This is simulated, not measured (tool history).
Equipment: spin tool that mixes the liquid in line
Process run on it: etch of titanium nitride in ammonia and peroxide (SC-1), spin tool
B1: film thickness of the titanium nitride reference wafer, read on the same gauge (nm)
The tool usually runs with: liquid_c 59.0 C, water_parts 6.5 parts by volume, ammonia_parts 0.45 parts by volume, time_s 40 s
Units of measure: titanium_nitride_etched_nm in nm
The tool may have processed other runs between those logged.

{"run": 1, "hour": 0.0, "liquid_c": 59.0, "water_parts": 6.5, "ammonia_parts": 0.45, "time_s": 40, "B1": 29.26, "titanium_nitride_etched_nm": 7.54}
{"hour": 27.4, "done": "new drum of ammonia solution connected"}
{"run": 2, "hour": 90.9, "liquid_c": 59.0, "water_parts": 6.5, "ammonia_parts": 0.45, "time_s": 40, "B1": 29.12, "titanium_nitride_etched_nm": 7.58}
{"run": 3, "hour": 189.4, "liquid_c": 59.0, "water_parts": 6.5, "ammonia_parts": 0.45, "time_s": 40, "B1": 29.03, "titanium_nitride_etched_nm": 7.61}
{"run": 4, "hour": 237.4, "liquid_c": 59.0, "water_parts": 6.5, "ammonia_parts": 0.45, "time_s": 40, "B1": 28.98, "titanium_nitride_etched_nm": 7.6}
{"run": 5, "hour": 324.2, "liquid_c": 59.0, "water_parts": 6.5, "ammonia_parts": 0.45, "time_s": 40, "B1": 28.91, "titanium_nitride_etched_nm": 7.58}
{"run": 6, "hour": 403.6, "liquid_c": 59.0, "water_parts": 6.5, "ammonia_parts": 0.45, "time_s": 40, "B1": 28.86, "titanium_nitride_etched_nm": 7.49}
{"run": 7, "hour": 495.5, "liquid_c": 59.0, "water_parts": 6.5, "ammonia_parts": 0.45, "time_s": 40, "B1": 28.78, "titanium_nitride_etched_nm": 7.52}
{"run": 8, "hour": 557.4, "liquid_c": 59.0, "water_parts": 5.5, "ammonia_parts": 0.45, "time_s": 40, "B1": 28.74, "titanium_nitride_etched_nm": 8.14}
{"hour": 573.1, "done": "new drum of ammonia solution connected"}
{"run": 9, "hour": 625.2, "liquid_c": 59.0, "water_parts": 5.5, "ammonia_parts": 0.45, "time_s": 40, "B1": 28.7, "titanium_nitride_etched_nm": 8.2}
{"run": 10, "hour": 723.2, "liquid_c": 59.0, "water_parts": 6.5, "ammonia_parts": 0.45, "time_s": 40, "B1": 28.69, "titanium_nitride_etched_nm": 7.43}
{"run": 11, "hour": 769.1, "liquid_c": 59.0, "water_parts": 6.5, "ammonia_parts": 0.45, "time_s": 40, "B1": 28.65, "titanium_nitride_etched_nm": 7.5}
{"hour": 783.1, "done": "heated supply line repaired"}
{"run": 12, "hour": 863.6, "liquid_c": 53.5, "water_parts": 6.5, "ammonia_parts": 0.5, "time_s": 40, "B1": 28.63, "titanium_nitride_etched_nm": 5.28}
{"run": 13, "hour": 957.7, "liquid_c": 59.0, "water_parts": 9.0, "ammonia_parts": 0.45, "time_s": 55, "B1": 28.57, "titanium_nitride_etched_nm": 8.7}
{"run": 14, "hour": 1042.2, "liquid_c": 59.0, "water_parts": 6.5, "ammonia_parts": 0.45, "time_s": 40, "B1": 28.56, "titanium_nitride_etched_nm": 7.41}
{"hour": 1093.2, "done": "new drum of ammonia solution connected"}
{"run": 15, "hour": 1138.3, "liquid_c": 59.0, "water_parts": 6.5, "ammonia_parts": 0.45, "time_s": 40, "B1": 28.54, "titanium_nitride_etched_nm": 7.4}
{"hour": 1389.5, "done": "thermometer replaced"}
{"hour": 1400.7, "done": "ammonia flow meter replaced"}
{"run": 16, "hour": 1407.6, "liquid_c": 59.0, "water_parts": 6.5, "ammonia_parts": 0.45, "time_s": 40, "B1": 28.48, "titanium_nitride_etched_nm": 7.45}
{"hour": 1473.6, "done": "gauge calibrated"}
{"run": 17, "hour": 1476.6, "liquid_c": 67.0, "water_parts": 5.0, "ammonia_parts": 0.3, "time_s": 35, "B1": 29.95, "titanium_nitride_etched_nm": 12.14}
{"run": 18, "hour": 1520.9, "liquid_c": 59.0, "water_parts": 8.0, "ammonia_parts": 0.45, "time_s": 25, "B1": 29.85, "titanium_nitride_etched_nm": 4.39}
{"hour": 1591.4, "done": "new drum of ammonia solution connected"}
{"run": 19, "hour": 1609.4, "liquid_c": 59.0, "water_parts": 6.5, "ammonia_parts": 0.65, "time_s": 65, "B1": 29.68, "titanium_nitride_etched_nm": 13.23}
{"run": 20, "hour": 1665.2, "liquid_c": 59.0, "water_parts": 8.5, "ammonia_parts": 0.45, "time_s": 25, "B1": 29.58, "titanium_nitride_etched_nm": 4.22}
{"run": 21, "hour": 1715.3, "liquid_c": 61.5, "water_parts": 6.5, "ammonia_parts": 0.45, "time_s": 40, "B1": 29.49, "titanium_nitride_etched_nm": 9.05}
{"run": 22, "hour": 1805.6, "liquid_c": 64.5, "water_parts": 9.0, "ammonia_parts": 0.25, "time_s": 40, "B1": 29.35, "titanium_nitride_etched_nm": 8.36}
{"run": 23, "hour": 1911.2, "liquid_c": 53.0, "water_parts": 5.0, "ammonia_parts": 0.3, "time_s": 30, "B1": 29.19, "titanium_nitride_etched_nm": 4.03}
{"run": 24, "hour": 1969.4, "liquid_c": 59.0, "water_parts": 6.5, "ammonia_parts": 0.45, "time_s": 40, "B1": 29.13, "titanium_nitride_etched_nm": 7.57}

Here are 4 independent what-if runs from the current tool condition. What would each one return?
{"run": "A", "hour": 1969.8, "liquid_c": 59.0, "water_parts": 5.0, "ammonia_parts": 0.45, "time_s": 40, "B1": "?", "titanium_nitride_etched_nm": "?"}
{"run": "B", "hour": 1969.8, "liquid_c": 51.5, "water_parts": 5.0, "ammonia_parts": 0.6, "time_s": 50, "B1": "?", "titanium_nitride_etched_nm": "?"}
{"run": "C", "hour": 1969.8, "liquid_c": 64.5, "water_parts": 8.0, "ammonia_parts": 0.55, "time_s": 40, "B1": "?", "titanium_nitride_etched_nm": "?"}
{"run": "D", "hour": 1969.8, "liquid_c": 54.5, "water_parts": 5.5, "ammonia_parts": 0.45, "time_s": 40, "B1": "?", "titanium_nitride_etched_nm": "?"}

run=A B1=29.12 titanium_nitride_etched_nm=8.64
run=B B1=29.12 titanium_nitride_etched_nm=6.80
run=C B1=29.12 titanium_nitride_etched_nm=10.15
run=D B1=29.12 titanium_nitride_etched_nm=6.12
Without the tool's hidden state the same runs would have given:
run=A titanium_nitride_etched_nm=8.90
run=B titanium_nitride_etched_nm=7.01
run=C titanium_nitride_etched_nm=10.46
run=D titanium_nitride_etched_nm=6.30
